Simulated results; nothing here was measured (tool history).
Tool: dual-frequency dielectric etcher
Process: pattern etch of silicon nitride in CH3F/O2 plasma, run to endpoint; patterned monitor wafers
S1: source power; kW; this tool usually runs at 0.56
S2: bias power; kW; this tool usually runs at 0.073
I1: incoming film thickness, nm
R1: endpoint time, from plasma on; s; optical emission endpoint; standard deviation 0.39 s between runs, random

run,day,S1,S2,I1,R1
1,0,0.56,0.073,89.5,82.7
2,0.271,0.56,0.073,89.4,81.7
3,1.017,0.56,0.073,89.3,80.9
4,1.396,0.56,0.084,89.2,76.6
5,1.846,0.56,0.084,89.6,76.7
# day 2.925: upper electrode replaced
6,2.946,0.56,0.084,90,77.2
7,2.962,0.56,0.069,90,84.2
# day 3.371: source power generator calibrated
8,3.392,0.56,0.069,89.6,83.1
9,3.696,0.56,0.069,89.2,82.2
10,4.088,0.56,0.073,89.6,81.5
11,4.888,0.56,0.083,89,76
# day 5.196: bias power generator calibrated
12,5.454,0.62,0.067,90.2,80.9
# day 6.921: wet clean of the chamber
13,6.942,0.56,0.073,89.6,84.2
14,6.958,0.46,0.059,89.5,100.7
15,7.071,0.61,0.06,89.2,87.7
16,7.388,0.56,0.073,89.4,84.2
17,7.892,0.64,0.065,89,83.4
18,8.442,0.56,0.073,90.2,85.2
19,8.7,0.43,0.084,89.2,88.3
20,9.412,0.56,0.063,88.8,89.7

Below are 3 alternative next runs, each starting from the tool's condition after run 20. Predict each:
A,9.433,0.56,0.089,88.8,?
B,9.433,0.67,0.063,88.8,?
C,9.433,0.43,0.073,88.8,?

run,R1
A,76.5
B,82.5
C,94.1
With no hidden state in the tool, these same runs would have given:
run,R1
A,77.2
B,83.3
C,95

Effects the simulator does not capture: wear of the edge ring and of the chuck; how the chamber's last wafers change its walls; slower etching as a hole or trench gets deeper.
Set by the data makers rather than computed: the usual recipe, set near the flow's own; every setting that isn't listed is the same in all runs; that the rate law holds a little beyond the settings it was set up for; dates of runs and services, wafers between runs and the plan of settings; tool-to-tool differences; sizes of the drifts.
